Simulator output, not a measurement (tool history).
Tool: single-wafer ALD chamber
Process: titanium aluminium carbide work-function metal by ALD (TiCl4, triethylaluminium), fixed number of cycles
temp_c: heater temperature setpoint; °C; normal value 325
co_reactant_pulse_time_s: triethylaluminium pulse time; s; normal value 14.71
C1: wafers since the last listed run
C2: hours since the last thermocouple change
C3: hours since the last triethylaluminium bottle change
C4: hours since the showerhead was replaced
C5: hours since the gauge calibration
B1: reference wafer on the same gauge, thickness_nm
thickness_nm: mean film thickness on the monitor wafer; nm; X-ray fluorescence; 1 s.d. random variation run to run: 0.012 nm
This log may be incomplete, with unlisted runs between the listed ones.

run 1 day=0.000 | temp_c=325 co_reactant_pulse_time_s=14.71 | C1=0 C2=1412.4 C3=1220.0 C4=6052.9 C5=135.4 | B1=2.400 | thickness_nm=2.251
-- day=0.154 gauge calibrated
run 2 day=0.529 | temp_c=325 co_reactant_pulse_time_s=14.71 | C1=165 C2=1425.1 C3=1232.7 C4=6065.6 C5=9.0 | B1=2.401 | thickness_nm=2.259
run 3 day=1.146 | temp_c=325 co_reactant_pulse_time_s=14.71 | C1=193 C2=1439.9 C3=1247.5 C4=6080.4 C5=23.8 | B1=2.399 | thickness_nm=2.245
run 4 day=1.804 | temp_c=325 co_reactant_pulse_time_s=14.71 | C1=206 C2=1455.7 C3=1263.3 C4=6096.2 C5=39.6 | B1=2.402 | thickness_nm=2.237
run 5 day=2.546 | temp_c=325 co_reactant_pulse_time_s=14.71 | C1=232 C2=1473.5 C3=1281.1 C4=6114.0 C5=57.4 | B1=2.401 | thickness_nm=2.243
run 6 day=3.046 | temp_c=316 co_reactant_pulse_time_s=14.71 | C1=156 C2=1485.5 C3=1293.1 C4=6126.0 C5=69.4 | B1=2.399 | thickness_nm=2.178
run 7 day=3.658 | temp_c=325 co_reactant_pulse_time_s=14.71 | C1=191 C2=1500.2 C3=1307.8 C4=6140.7 C5=84.1 | B1=2.397 | thickness_nm=2.258
run 8 day=4.204 | temp_c=330 co_reactant_pulse_time_s=14.71 | C1=170 C2=1513.3 C3=1320.9 C4=6153.8 C5=97.2 | B1=2.396 | thickness_nm=2.302
run 9 day=4.592 | temp_c=330 co_reactant_pulse_time_s=14.71 | C1=121 C2=1522.6 C3=1330.2 C4=6163.1 C5=106.5 | B1=2.399 | thickness_nm=2.295
run 10 day=5.021 | temp_c=325 co_reactant_pulse_time_s=14.71 | C1=134 C2=1532.9 C3=1340.5 C4=6173.4 C5=116.8 | B1=2.401 | thickness_nm=2.265
-- day=5.488 gauge calibrated
run 11 day=5.696 | temp_c=310 co_reactant_pulse_time_s=12.73 | C1=211 C2=1549.1 C3=1356.7 C4=6189.6 C5=5.0 | B1=2.401 | thickness_nm=2.112
-- day=6.075 showerhead replaced
run 12 day=6.096 | temp_c=331 co_reactant_pulse_time_s=13.01 | C1=20 C2=1558.7 C3=1366.3 C4=0.5 C5=14.6 | B1=2.402 | thickness_nm=2.320
-- day=6.833 triethylaluminium bottle replaced
run 13 day=6.854 | temp_c=321 co_reactant_pulse_time_s=10.02 | C1=133 C2=1576.9 C3=0.5 C4=18.7 C5=32.8 | B1=2.399 | thickness_nm=2.161
run 14 day=7.017 | temp_c=310 co_reactant_pulse_time_s=12.73 | C1=50 C2=1580.8 C3=4.4 C4=22.6 C5=36.7 | B1=2.399 | thickness_nm=2.104
-- day=7.442 thermocouple changed; heater temperature recalibrated
run 15 day=7.462 | temp_c=335 co_reactant_pulse_time_s=19.18 | C1=35 C2=0.5 C3=15.1 C4=33.3 C5=47.4 | B1=2.400 | thickness_nm=2.333
run 16 day=7.638 | temp_c=325 co_reactant_pulse_time_s=14.71 | C1=54 C2=4.7 C3=19.3 C4=37.5 C5=51.6 | B1=2.402 | thickness_nm=2.230
run 17 day=8.175 | temp_c=315 co_reactant_pulse_time_s=19.29 | C1=168 C2=17.6 C3=32.2 C4=50.4 C5=64.5 | B1=2.397 | thickness_nm=2.180
run 18 day=8.600 | temp_c=335 co_reactant_pulse_time_s=19.18 | C1=133 C2=27.8 C3=42.4 C4=60.6 C5=74.7 | B1=2.399 | thickness_nm=2.369
run 19 day=9.100 | temp_c=317 co_reactant_pulse_time_s=14.71 | C1=156 C2=39.8 C3=54.4 C4=72.6 C5=86.7 | B1=2.399 | thickness_nm=2.193
run 20 day=9.371 | temp_c=319 co_reactant_pulse_time_s=19.59 | C1=84 C2=46.3 C3=60.9 C4=79.1 C5=93.2 | B1=2.397 | thickness_nm=2.217

Here are 4 independent what-if runs from the current tool condition. What would each one return?
run A day=9.388 | temp_c=340 co_reactant_pulse_time_s=14.71 | C1=5 C2=46.7 C3=61.3 C4=79.5 C5=93.6 | B1=? | thickness_nm=?
run B day=9.388 | temp_c=320 co_reactant_pulse_time_s=17.65 | C1=5 C2=46.7 C3=61.3 C4=79.5 C5=93.6 | B1=? | thickness_nm=?
run C day=9.388 | temp_c=317 co_reactant_pulse_time_s=9.25 | C1=5 C2=46.7 C3=61.3 C4=79.5 C5=93.6 | B1=? | thickness_nm=?
run D day=9.388 | temp_c=325 co_reactant_pulse_time_s=12.20 | C1=5 C2=46.7 C3=61.3 C4=79.5 C5=93.6 | B1=? | thickness_nm=?

run=A B1=2.402 thickness_nm=2.391
run=B B1=2.402 thickness_nm=2.217
run=C B1=2.402 thickness_nm=2.112
run=D B1=2.402 thickness_nm=2.236
With the hidden condition removed and each run's random variation left untouched, the same runs would have given:
run=A thickness_nm=2.391
run=B thickness_nm=2.217
run=C thickness_nm=2.112
run=D thickness_nm=2.236
